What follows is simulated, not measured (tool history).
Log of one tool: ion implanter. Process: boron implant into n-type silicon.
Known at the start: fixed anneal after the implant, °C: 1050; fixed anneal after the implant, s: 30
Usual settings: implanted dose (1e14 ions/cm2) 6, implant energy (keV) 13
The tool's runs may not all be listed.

run,hour,implanted dose (1e14 ions/cm2),implant energy (keV),"read-back reference wafer on the same gauge, sheet resistance",sheet resistance of the implanted and annealed layer (ohm/square)
1,0,6,13,200.07,176.98
2,32.1,6,13,199.79,177.45
3,85.7,6,13,200.21,179.09
# hour 98.4: Faraday cup replaced and dose calibrated
4,135.2,6,13,200.59,173.26
5,162.5,6,13,199.73,173.43
6,215.9,6,13,199.54,173.33
7,347.4,6,13,199.92,174.33
8,407.1,6,13,199.72,174.78
9,472.3,6,13,200.46,175.9
10,507.7,6,11.5,200.52,178.22
11,545,5.6,15,199.7,185.23
# hour 653.4: gauge calibrated
12,719.3,5.6,15,200.31,186.3
13,770.8,6,13,200.62,178.89
# hour 800.5: extraction supply calibrated
14,803.8,5.01,13,200.25,210.18
15,862,5.01,13,200.35,212.04
# hour 871: Faraday cup replaced and dose calibrated
16,909.6,5.01,13,200.09,202.28
17,975.5,6,13,200.35,173
18,1030.9,5.6,13,200.42,183.73
19,1221.9,7.28,10.5,199.95,150.22
20,1261,5.03,15.5,199.77,201.04
21,1331.6,6.71,15.5,200.01,157.81
22,1396,4.71,9,200.19,223.95

Forecast run 23:
23,1427.5,7.51,15,?,?

Run 23 gave read-back reference wafer on the same gauge, sheet resistance 199.84, sheet resistance of the implanted and annealed layer (ohm/square) 144.04.
Without the tool's hidden state the same run would have given sheet resistance of the implanted and annealed layer (ohm/square) 140.23.

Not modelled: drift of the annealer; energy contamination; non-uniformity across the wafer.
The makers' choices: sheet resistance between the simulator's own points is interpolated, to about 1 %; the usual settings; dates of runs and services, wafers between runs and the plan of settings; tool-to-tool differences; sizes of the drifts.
